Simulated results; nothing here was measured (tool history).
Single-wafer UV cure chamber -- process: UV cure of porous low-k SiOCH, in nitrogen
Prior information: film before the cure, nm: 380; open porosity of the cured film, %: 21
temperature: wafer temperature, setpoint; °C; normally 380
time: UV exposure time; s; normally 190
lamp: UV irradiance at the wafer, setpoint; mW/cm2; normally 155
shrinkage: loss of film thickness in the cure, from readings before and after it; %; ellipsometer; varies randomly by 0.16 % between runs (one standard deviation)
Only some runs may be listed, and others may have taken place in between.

Run 1, day 0.000: usual settings. Result: shrinkage 11.199 %.
Run 2, day 0.846: usual settings. Result: shrinkage 11.199 %.
Run 3, day 1.708: usual settings but temperature 368 °C. Result: shrinkage 10.860 %.
Run 4, day 2.254: usual settings. Result: shrinkage 11.132 %.
Run 5, day 3.383: usual settings but temperature 370 °C. Result: shrinkage 10.930 %.
Run 6, day 4.371: usual settings but temperature 370 °C. Result: shrinkage 10.758 %.
Run 7, day 5.554: usual settings but temperature 370 °C. Result: shrinkage 10.627 %.
Run 8, day 6.588: usual settings. Result: shrinkage 10.917 %.
Run 9, day 7.754: usual settings. Result: shrinkage 10.765 %.
Run 10, day 8.550: usual settings but temperature 376 °C, lamp 143 mW/cm2. Result: shrinkage 10.420 %.
Run 11, day 9.892: usual settings but temperature 376 °C, lamp 143 mW/cm2. Result: shrinkage 10.371 %.
Run 12, day 11.112: usual settings. Result: shrinkage 10.689 %.
Run 13, day 11.942: usual settings. Result: shrinkage 10.614 %.
Run 14, day 13.192: usual settings. Result: shrinkage 10.500 %.
Run 15, day 14.033: usual settings. Result: shrinkage 10.467 %.
At day 14.708: UV bulbs replaced.
Run 16, day 15.512: usual settings but temperature 388 °C, time 280 s, lamp 138 mW/cm2. Result: shrinkage 13.522 %.
Run 17, day 16.517: usual settings. Result: shrinkage 12.144 %.
At day 17.367: quartz window cleaned.
Run 18, day 17.388: usual settings but temperature 385 °C, lamp 193 mW/cm2. Result: shrinkage 14.710 %.
Run 19, day 18.362: usual settings but time 160 s, lamp 121 mW/cm2. Result: shrinkage 11.155 %.
Run 20, day 19.046: usual settings but temperature 368 °C. Result: shrinkage 12.802 %.
Run 21, day 23.117: usual settings but time 145 s, lamp 124 mW/cm2. Result: shrinkage 10.120 %.
Run 22, day 24.117: usual settings. Result: shrinkage 12.308 %.
Run 23, day 25.579: usual settings but temperature 363 °C, time 105 s, lamp 135 mW/cm2. Result: shrinkage 8.745 %.
Run 24, day 27.038: usual settings. Result: shrinkage 12.224 %.
Run 25, day 28.000: usual settings but time 85 s. Result: shrinkage 8.520 %.
Run 26, day 28.946: usual settings but lamp 141 mW/cm2. Result: shrinkage 11.718 %.
Run 27, day 29.875: usual settings but lamp 190 mW/cm2. Result: shrinkage 13.089 %.
Run 28, day 31.296: usual settings but time 90 s. Result: shrinkage 8.361 %.
Run 29, day 31.833: usual settings. Result: shrinkage 11.947 %.
Run 30, day 33.271: usual settings. Result: shrinkage 11.734 %.
Run 31, day 34.138: usual settings but temperature 393 °C. Result: shrinkage 12.581 %.

The tool's hidden state at each run:
H1: lamp output below its setpoint, %
H2: transmission lost against a clean window, %
run     H1     H2
  1   26.9   8.39
  2   27.2    9.7
  3   27.4   10.9
  4   27.6   11.6
  5     28   12.9
  6   28.3   13.9
  7   28.7   14.9
  8   29.1   15.7
  9   29.4   16.5
 10   29.7     17
 11   30.2   17.7
 12   30.6   18.2
 13   30.8   18.6
 14   31.3     19
 15   31.5   19.3
 16  0.538   19.6
 17  0.871   19.9
 18   1.16  0.529
 19   1.48    2.9
 20   1.71    4.4
 21   3.06   11.1
 22   3.39   12.3
 23   3.88   13.9
 24   4.36   15.1
 25   4.68   15.8
 26   4.99   16.5
 27    5.3     17
 28   5.77   17.7
 29   5.95     18
 30   6.43   18.5
 31   6.72   18.8

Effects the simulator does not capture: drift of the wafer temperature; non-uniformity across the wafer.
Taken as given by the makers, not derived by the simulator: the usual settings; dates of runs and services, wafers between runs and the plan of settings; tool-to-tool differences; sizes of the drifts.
